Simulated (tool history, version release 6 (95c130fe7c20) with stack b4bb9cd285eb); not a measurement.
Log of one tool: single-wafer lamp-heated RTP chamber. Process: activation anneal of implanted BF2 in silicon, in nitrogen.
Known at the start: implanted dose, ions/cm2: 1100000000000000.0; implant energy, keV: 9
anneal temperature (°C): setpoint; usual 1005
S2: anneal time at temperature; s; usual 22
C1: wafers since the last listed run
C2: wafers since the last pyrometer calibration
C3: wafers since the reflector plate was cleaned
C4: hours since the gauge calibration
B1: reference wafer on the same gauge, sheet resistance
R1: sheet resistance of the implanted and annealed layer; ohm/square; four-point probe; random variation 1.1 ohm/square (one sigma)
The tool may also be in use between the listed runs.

Run 1, hour 0: usual settings; C1 0; C2 5490; C3 6581; C4 2599.7; B1 222.06. Result: R1 208.96 ohm/square.
Run 2, hour 48.4: usual settings; C1 870; C2 6360; C3 7451; C4 2648.1; B1 222.01. Result: R1 206.43 ohm/square.
Run 3, hour 132.7: usual settings but S2 28 s; C1 1516; C2 7877; C3 8968; C4 2732.4; B1 222.07. Result: R1 193.23 ohm/square.
Run 4, hour 179.6: usual settings but S2 28 s; C1 843; C2 8720; C3 9811; C4 2779.3; B1 222.29. Result: R1 189.26 ohm/square.
Run 5, hour 241.4: usual settings but S2 28 s; C1 1111; C2 9832; C3 10923; C4 2841.1; B1 222.25. Result: R1 188.85 ohm/square.
At hour 251.3: reflector plate cleaned.
Run 6, hour 313: usual settings; C1 1144; C2 10976; C3 1109; C4 2912.7; B1 222.19. Result: R1 210.25 ohm/square.
Run 7, hour 377.5: usual settings; C1 1160; C2 12136; C3 2269; C4 2977.2; B1 221.88. Result: R1 211.21 ohm/square.
At hour 451.6: pyrometer window cleaned and pyrometer calibrated.
Run 8, hour 499.5: usual settings; C1 2050; C2 860; C3 4319; C4 3099.2; B1 222. Result: R1 209.06 ohm/square.
Run 9, hour 550: usual settings but anneal temperature (°C) 994, S2 29 s; C1 908; C2 1769; C3 5228; C4 3149.7; B1 222.04. Result: R1 217.74 ohm/square.
Run 10, hour 656.4: usual settings but anneal temperature (°C) 994, S2 29 s; C1 1913; C2 3683; C3 7142; C4 3256.1; B1 221.82. Result: R1 216.57 ohm/square.
Run 11, hour 726: usual settings but anneal temperature (°C) 994, S2 29 s; C1 1251; C2 4935; C3 8394; C4 3325.7; B1 222.12. Result: R1 212.7 ohm/square.
At hour 840.3: reflector plate cleaned.
Run 12, hour 907.1: usual settings; C1 3113; C2 8048; C3 1201; C4 3506.8; B1 221.88. Result: R1 209.52 ohm/square.
Run 13, hour 966.3: usual settings; C1 1064; C2 9113; C3 2266; C4 3566; B1 221.96. Result: R1 210.69 ohm/square.
Run 14, hour 1008.4: usual settings; C1 757; C2 9870; C3 3023; C4 3608.1; B1 221.93. Result: R1 209.74 ohm/square.
Run 15, hour 1050.7: usual settings; C1 760; C2 10631; C3 3784; C4 3650.4; B1 222.12. Result: R1 209.58 ohm/square.
At hour 1158.1: pyrometer window cleaned and pyrometer calibrated.
Run 16, hour 1158.6: usual settings but anneal temperature (°C) 993, S2 13 s; C1 1796; C2 8; C3 5581; C4 3758.3; B1 222.25. Result: R1 265.62 ohm/square.
Run 17, hour 1192.2: usual settings; C1 604; C2 612; C3 6185; C4 3791.9; B1 221.98. Result: R1 206.83 ohm/square.
Run 18, hour 1236.4: usual settings; C1 795; C2 1407; C3 6980; C4 3836.1; B1 222.12. Result: R1 207.16 ohm/square.
At hour 1295.4: gauge calibrated.
Run 19, hour 1301.3: usual settings but anneal temperature (°C) 1022; C1 1167; C2 2575; C3 8148; C4 5.9; B1 222.07. Result: R1 179.56 ohm/square.
Run 20, hour 1437.1: usual settings but anneal temperature (°C) 984, S2 14 s; C1 2442; C2 5017; C3 10591; C4 141.7; B1 222.2. Result: R1 277.63 ohm/square.
Run 21, hour 1500: usual settings but S2 29 s; C1 1131; C2 6149; C3 11722; C4 204.6; B1 222.06. Result: R1 186.41 ohm/square.
At hour 1571.6: reflector plate cleaned.
Run 22, hour 1587.9: usual settings but anneal temperature (°C) 987, S2 10 s; C1 1437; C2 7586; C3 293; C4 292.5; B1 221.94. Result: R1 298.93 ohm/square.
Run 23, hour 1670.1: usual settings but anneal temperature (°C) 1023, S2 9 s; C1 1478; C2 9065; C3 1772; C4 374.7; B1 222.23. Result: R1 224.43 ohm/square.
Run 24, hour 1775.6: usual settings; C1 1897; C2 10962; C3 3670; C4 480.2; B1 222.17. Result: R1 209.81 ohm/square.
Run 25, hour 1815.3: usual settings but anneal temperature (°C) 1014, S2 9 s; C1 714; C2 11676; C3 4384; C4 519.9; B1 222.1. Result: R1 243.28 ohm/square.
At hour 1882: pyrometer window cleaned and pyrometer calibrated.
Run 26, hour 1910.9: usual settings but anneal temperature (°C) 1021; C1 1575; C2 519; C3 5959; C4 615.5; B1 222.08. Result: R1 180.27 ohm/square.
Run 27, hour 1989.3: usual settings but anneal temperature (°C) 1025, S2 15 s; C1 1410; C2 1929; C3 7370; C4 693.9; B1 221.88. Result: R1 193.27 ohm/square.
Run 28, hour 2037.2: usual settings but S2 28 s; C1 861; C2 2791; C3 8231; C4 741.8; B1 221.98. Result: R1 194.9 ohm/square.
Run 29, hour 2135.3: usual settings but anneal temperature (°C) 987, S2 9 s; C1 1764; C2 4555; C3 9996; C4 839.9; B1 221.99. Result: R1 299.92 ohm/square.
Run 30, hour 2225.1: usual settings but S2 13 s; C1 1615; C2 6170; C3 11611; C4 929.7; B1 222.08. Result: R1 233.84 ohm/square.
At hour 2295.8: reflector plate cleaned.
Run 31, hour 2381.7: usual settings but anneal temperature (°C) 1019, S2 18 s; C1 2672; C2 8843; C3 1544; C4 1086.3; B1 221.85. Result: R1 197.06 ohm/square.
Run 32, hour 2451.5: usual settings but anneal temperature (°C) 984, S2 31 s; C1 1255; C2 10099; C3 2800; C4 1156.1; B1 221.99. Result: R1 242.91 ohm/square.
Run 33, hour 2516.6: usual settings but anneal temperature (°C) 1030, S2 35 s; C1 1170; C2 11270; C3 3971; C4 1221.2; B1 221.94. Result: R1 154.6 ohm/square.
At hour 2600.9: pyrometer window cleaned and pyrometer calibrated.
Run 34, hour 2601.4: usual settings but anneal temperature (°C) 989, S2 10 s; C1 1381; C2 8; C3 5352; C4 1306; B1 222.33. Result: R1 292.01 ohm/square.
Run 35, hour 2653.8: usual settings but S2 12 s; C1 942; C2 951; C3 6295; C4 1358.4; B1 221.88. Result: R1 243.54 ohm/square.

Some steps in R1 between neighbouring runs. How much of each would the tool show without its hidden state too (settings, what came in, random variation), and how much is left for the hidden state, with any gauge scatter that isn't in both results?
The hidden state here: true wafer temperature minus pyrometer reading, K; wafer temperature error from the tarnished reflector plate, K; gauge reads high (%).
Run 5 -> 6: S2 28 -> 22, reflector plate cleaned. R1 +21.4 ohm/square: hidden state +7.53, all else +13.87.
Run 21 -> 22: anneal temperature (°C) 1005 -> 987, S2 29 -> 10, reflector plate cleaned. R1 +112.52 ohm/square: hidden state +7.95, all else +104.57.
Run 28 -> 29: anneal temperature (°C) 1005 -> 987, S2 28 -> 9. R1 +105.02 ohm/square: hidden state -3.59, all else +108.61.
Run 30 -> 31: anneal temperature (°C) 1005 -> 1019, S2 13 -> 18, reflector plate cleaned. R1 -36.78 ohm/square: hidden state +9.36, all else -46.14.
Run 33 -> 34: anneal temperature (°C) 1030 -> 989, S2 35 -> 10, pyrometer window cleaned and pyrometer calibrated. R1 +137.41 ohm/square: hidden state -2.16, all else +139.57.

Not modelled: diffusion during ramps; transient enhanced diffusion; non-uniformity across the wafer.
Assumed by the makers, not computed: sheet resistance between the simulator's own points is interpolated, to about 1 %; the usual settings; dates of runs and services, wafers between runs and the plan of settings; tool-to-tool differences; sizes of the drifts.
